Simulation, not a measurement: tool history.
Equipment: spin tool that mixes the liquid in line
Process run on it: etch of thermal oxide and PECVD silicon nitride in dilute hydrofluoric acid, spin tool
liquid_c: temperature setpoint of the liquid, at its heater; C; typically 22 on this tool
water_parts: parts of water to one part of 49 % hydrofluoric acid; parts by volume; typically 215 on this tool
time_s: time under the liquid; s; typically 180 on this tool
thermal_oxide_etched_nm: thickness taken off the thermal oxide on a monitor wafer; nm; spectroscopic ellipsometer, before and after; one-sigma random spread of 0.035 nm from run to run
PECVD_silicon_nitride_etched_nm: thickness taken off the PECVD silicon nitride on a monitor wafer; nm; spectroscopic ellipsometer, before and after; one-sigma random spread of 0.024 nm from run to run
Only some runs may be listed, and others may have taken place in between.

run,hour,liquid_c,water_parts,time_s,"read-back film thickness of the thermal oxide reference wafer, read on the same gauge (nm)","read-back film thickness of the PECVD silicon nitride reference wafer, read on the same gauge (nm)",thermal_oxide_etched_nm,PECVD_silicon_nitride_etched_nm
1,0,22,215,180,137.964,29.556,3.508,2.4
2,121,22,215,180,137.423,29.443,3.466,2.356
3,177.8,22,215,180,137.109,29.368,3.469,2.382
# hour 207.2: hydrofluoric acid flow meter replaced
4,213.8,22,175,180,136.965,29.373,4.487,2.88
5,296.3,22,175,180,136.585,29.247,4.425,2.863
6,400.4,22,175,180,136.094,29.159,4.499,2.827
7,551.9,22,190,180,135.45,29.046,3.982,2.653
8,598.1,22,190,180,135.162,28.965,4.029,2.592
# hour 656.2: hydrofluoric acid flow meter replaced
# hour 675.5: gauge calibrated
9,677,22,190,180,140.134,30.011,4.137,2.738
10,718.4,22,135,180,139.91,29.966,6.087,3.757
11,801,22,175,180,139.551,29.912,4.59,2.942
12,866.9,22,215,180,139.186,29.806,3.509,2.392
13,944.1,20.5,115,250,138.855,29.755,9.656,5.54
14,999.9,23.5,250,180,138.611,29.705,3.084,2.256

Run 15 has not been measured yet. What should we expect?
15,1074.4,25.5,310,255,?,?,?,?

{"run 15": {"read-back film thickness of the thermal oxide reference wafer, read on the same gauge (nm)": 138.269, "read-back film thickness of the PECVD silicon nitride reference wafer, read on the same gauge (nm)": 29.64, "thermal_oxide_etched_nm": 3.555, "PECVD_silicon_nitride_etched_nm": 2.855}}
Were there no unlogged condition in the tool, this run, its random variation unchanged, would have produced thermal_oxide_etched_nm 3.6 nm, PECVD_silicon_nitride_etched_nm 2.891 nm.
